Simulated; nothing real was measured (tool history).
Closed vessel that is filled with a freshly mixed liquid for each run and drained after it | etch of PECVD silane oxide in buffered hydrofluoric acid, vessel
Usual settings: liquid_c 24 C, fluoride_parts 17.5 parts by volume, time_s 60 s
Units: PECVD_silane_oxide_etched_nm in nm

run	hour	liquid_c	fluoride_parts	time_s	read-back film thickness of the PECVD silane oxide reference wafer, read on the same gauge (nm)	PECVD_silane_oxide_etched_nm
1	0	24	17.5	60	80.04	143.06
2	68	24	17.5	60	80.02	143.38
3	147.5	26	17.5	60	80.02	156.85
4	185.4	24	17.5	60	80	140.95
5	283.1	24	17.5	60	80	144.4
# hour 373.4: thermometer replaced
6	387.6	24	17.5	60	79.99	130.66
7	448	22.5	17.5	75	80.01	150.8
8	552.9	22.5	17.5	75	79.99	150.25
9	598.5	24	17.5	60	80.03	131.63
10	643.3	24	17.5	60	80	131.88
11	744.1	24	17.5	60	80.01	132.16
12	800.9	24	17.5	60	79.97	132.05
# hour 865.9: gauge calibrated
13	896.1	22	22	95	80	153.9
14	967.1	24	17.5	60	80	135.69
15	1030.8	24	13.5	60	79.98	176.98
16	1121.6	24	24	60	80.03	104.62
# hour 1185.4: hydrofluoric acid flow meter replaced
17	1221.9	24	14	60	79.99	169.4
18	1320.3	24	22.5	45	79.99	81.92
19	1366.8	22	24	60	79.95	93.77
20	1471.5	28.5	17.5	60	80.02	173.37
21	1533	28.5	12.5	80	79.98	321.59
22	1633.7	24	17.5	60	79.97	136.99
23	1900.7	24	17.5	30	80.04	70.03
24	1937.7	27	23.5	75	80.03	161.2
25	1994.5	24	17.5	60	80	139.45
26	2071.9	21.5	13	60	80.03	161.88
27	2124	26.5	22	35	80.01	76.56
28	2188.7	21.5	17.5	60	79.98	120.93
29	2292.3	24	14.5	60	80	170.91
30	2391	26	20	30	80	68.8
31	2434	24	17.5	60	79.99	139.91

What the log doesn't show, run by run:
hydrofluoric acid flow above the setpoint (%): 0 in every run
gauge reads high (%): 0 in every run
H1: liquid hotter than its thermometer reads (K)
run	H1
1	1.73
2	1.78
3	1.83
4	1.86
5	1.93
6	0.23
7	0.271
8	0.344
9	0.375
10	0.406
11	0.476
12	0.515
13	0.581
14	0.63
15	0.674
16	0.736
17	0.806
18	0.874
19	0.906
20	0.978
21	1.02
22	1.09
23	1.27
24	1.3
25	1.34
26	1.39
27	1.43
28	1.47
29	1.55
30	1.61
31	1.64
